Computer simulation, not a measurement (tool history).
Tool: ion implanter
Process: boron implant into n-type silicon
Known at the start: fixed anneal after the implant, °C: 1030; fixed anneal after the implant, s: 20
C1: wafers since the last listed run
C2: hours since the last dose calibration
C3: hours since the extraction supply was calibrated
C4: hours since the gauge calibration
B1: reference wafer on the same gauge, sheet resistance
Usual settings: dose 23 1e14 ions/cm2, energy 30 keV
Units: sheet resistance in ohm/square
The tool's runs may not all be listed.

{"run": 1, "hour": 0.0, "dose": 23, "energy": 36.5, "C1": 0, "C2": 1575.1, "C3": 6145.1, "C4": 591.3, "B1": 50.94, "sheet resistance": 58.67}
{"run": 2, "hour": 64.8, "dose": 23, "energy": 36.5, "C1": 996, "C2": 1639.9, "C3": 6209.9, "C4": 656.1, "B1": 51.08, "sheet resistance": 58.54}
{"run": 3, "hour": 103.4, "dose": 23, "energy": 24, "C1": 593, "C2": 1678.5, "C3": 6248.5, "C4": 694.7, "B1": 50.91, "sheet resistance": 63}
{"run": 4, "hour": 307.5, "dose": 23, "energy": 24, "C1": 3138, "C2": 1882.6, "C3": 6452.6, "C4": 898.8, "B1": 51.01, "sheet resistance": 63.87}
{"run": 5, "hour": 367.4, "dose": 23, "energy": 24, "C1": 921, "C2": 1942.5, "C3": 6512.5, "C4": 958.7, "B1": 51.03, "sheet resistance": 63.68}
{"hour": 377.6, "done": "gauge calibrated"}
{"run": 6, "hour": 448.8, "dose": 18.48, "energy": 28, "C1": 1251, "C2": 2023.9, "C3": 6593.9, "C4": 71.2, "B1": 50.97, "sheet resistance": 72.27}
{"run": 7, "hour": 527.9, "dose": 18.48, "energy": 28, "C1": 1216, "C2": 2103, "C3": 6673, "C4": 150.3, "B1": 51.04, "sheet resistance": 72.23}
{"hour": 539.9, "done": "Faraday cup replaced and dose calibrated"}
{"hour": 579.4, "done": "extraction supply calibrated"}
{"run": 8, "hour": 616.7, "dose": 23, "energy": 24, "C1": 1119, "C2": 76.8, "C3": 37.3, "C4": 239.1, "B1": 51.03, "sheet resistance": 61.3}
{"run": 9, "hour": 676.1, "dose": 18.47, "energy": 20, "C1": 913, "C2": 136.2, "C3": 96.7, "C4": 298.5, "B1": 51.06, "sheet resistance": 73.48}
{"run": 10, "hour": 758.4, "dose": 27.73, "energy": 21.5, "C1": 1265, "C2": 218.5, "C3": 179, "C4": 380.8, "B1": 50.97, "sheet resistance": 57.47}
{"run": 11, "hour": 825.6, "dose": 23, "energy": 40, "C1": 1033, "C2": 285.7, "C3": 246.2, "C4": 448, "B1": 50.98, "sheet resistance": 55.79}
{"run": 12, "hour": 874.0, "dose": 18.1, "energy": 21, "C1": 744, "C2": 334.1, "C3": 294.6, "C4": 496.4, "B1": 51.02, "sheet resistance": 73.5}
{"run": 13, "hour": 915.3, "dose": 29.01, "energy": 35.5, "C1": 635, "C2": 375.4, "C3": 335.9, "C4": 537.7, "B1": 51, "sheet resistance": 48.51}

Run 14 comes next. What will it give?
{"run": 14, "hour": 1019.9, "dose": 17.8, "energy": 40.5, "C1": 1608, "C2": 480, "C3": 440.5, "C4": 642.3, "B1": "?", "sheet resistance": "?"}

B1: 51
sheet resistance: 69.09 ohm/square
Without the tool's hidden state the same run would have given sheet resistance 68.54 ohm/square.

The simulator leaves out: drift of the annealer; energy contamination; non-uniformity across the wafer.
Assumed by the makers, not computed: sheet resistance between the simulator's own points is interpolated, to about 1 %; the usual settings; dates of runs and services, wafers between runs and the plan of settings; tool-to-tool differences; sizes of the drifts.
